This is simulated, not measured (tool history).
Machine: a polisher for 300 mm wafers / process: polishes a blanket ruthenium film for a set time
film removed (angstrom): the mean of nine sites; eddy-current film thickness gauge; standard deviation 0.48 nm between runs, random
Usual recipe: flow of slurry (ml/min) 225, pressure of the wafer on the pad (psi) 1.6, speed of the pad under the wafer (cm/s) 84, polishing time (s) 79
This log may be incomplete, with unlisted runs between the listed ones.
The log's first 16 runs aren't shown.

run    hour  flow of slurry (ml/min)  pressure of the wafer on the pad (psi)  speed of the pad under the wafer (cm/s)  polishing time (s)  wafers since the last listed run  wafers polished on this pad  hours since the slurry nozzle was cleaned  hours since the head pressure was calibrated  incoming thickness of the incoming film, nm  film removed (angstrom)
     1734.7  -- head pressure recalibrated
 17  1741.3                      225                                     1.6                                       84                  57                               941                         3778                                        640                                           6.6                                        596.6                      493
     1806.4  -- worn pad replaced by a new one
 18  1808.4                      225                                     2.1                                      106                  67                               602                           18                                      707.1                                          73.7                                        607.5                      925
 19  1844.7                      185                                     1.6                                       94                  79                               346                          365                                      743.4                                           110                                        601.4                      734
 20  1932.7                      225                                     1.6                                       84                  79                               840                         1206                                      831.4                                           198                                        595.5                      684
 21  1976.9                      260                                       2                                       84                  79                               422                         1628                                      875.6                                         242.2                                        588.7                      868
 22  2031.9                      225                                     1.3                                      108                  79                               525                         2154                                      930.6                                         297.2                                        587.1                      690
       2087  -- slurry nozzle cleaned
 23  2098.5                      225                                     1.6                                       84                  79                               626                         2780                                       11.5                                         363.8                                        596.4                      695
 24  2200.3                      225                                     1.6                                       84                  79                               972                         3753                                      113.3                                         465.6                                        596.9                      681
     2218.7  -- head pressure recalibrated
 25  2244.1                      225                                     1.6                                      106                  98                               399                         4152                                      157.1                                          25.4                                        598.1                     1031
     2304.8  -- worn pad replaced by a new one
 26  2315.1                      225                                     1.6                                       84                  79                               640                           98                                      228.1                                          96.4                                        609.3                      685
 27  2421.1                      225                                     1.4                                       94                  79                              1012                         1110                                      334.1                                         202.4                                        590.8                      663
 28  2524.5                      225                                     1.3                                       84                 102                               987                         2098                                      437.5                                         305.8                                        600.3                      730
 29  2577.6                      225                                     1.3                                      108                  79                               507                         2606                                      490.6                                         358.9                                        611.5                      684
 30  2647.7                      225                                     1.6                                       58                  98                               669                         3275                                      560.7                                           429                                        602.2                      644

Below are 5 alternative next runs, each starting from the tool's condition after run 30. Predict each:
  A  2648.2                      225                                     1.6                                       84                  79                                 4                         3280                                      561.2                                         429.5                                        593.9                        ?
  B  2648.2                      205                                     1.6                                       84                  79                                 4                         3280                                      561.2                                         429.5                                        593.9                        ?
  C  2648.2                      225                                     1.3                                      110                  79                                 4                         3280                                      561.2                                         429.5                                        593.9                        ?
  D  2648.2                      225                                     1.6                                       72                  79                                 4                         3280                                      561.2                                         429.5                                        593.9                        ?
  E  2648.2                      260                                       1                                       74                  79                                 4                         3280                                      561.2                                         429.5                                        593.9                        ?

run  film removed (angstrom)
  A                      688
  B                      681
  C                      693
  D                      612
  E                      396
What these runs would have given with no unlogged condition in the tool:
run  film removed (angstrom)
  A                      688
  B                      681
  C                      693
  D                      612
  E                      396
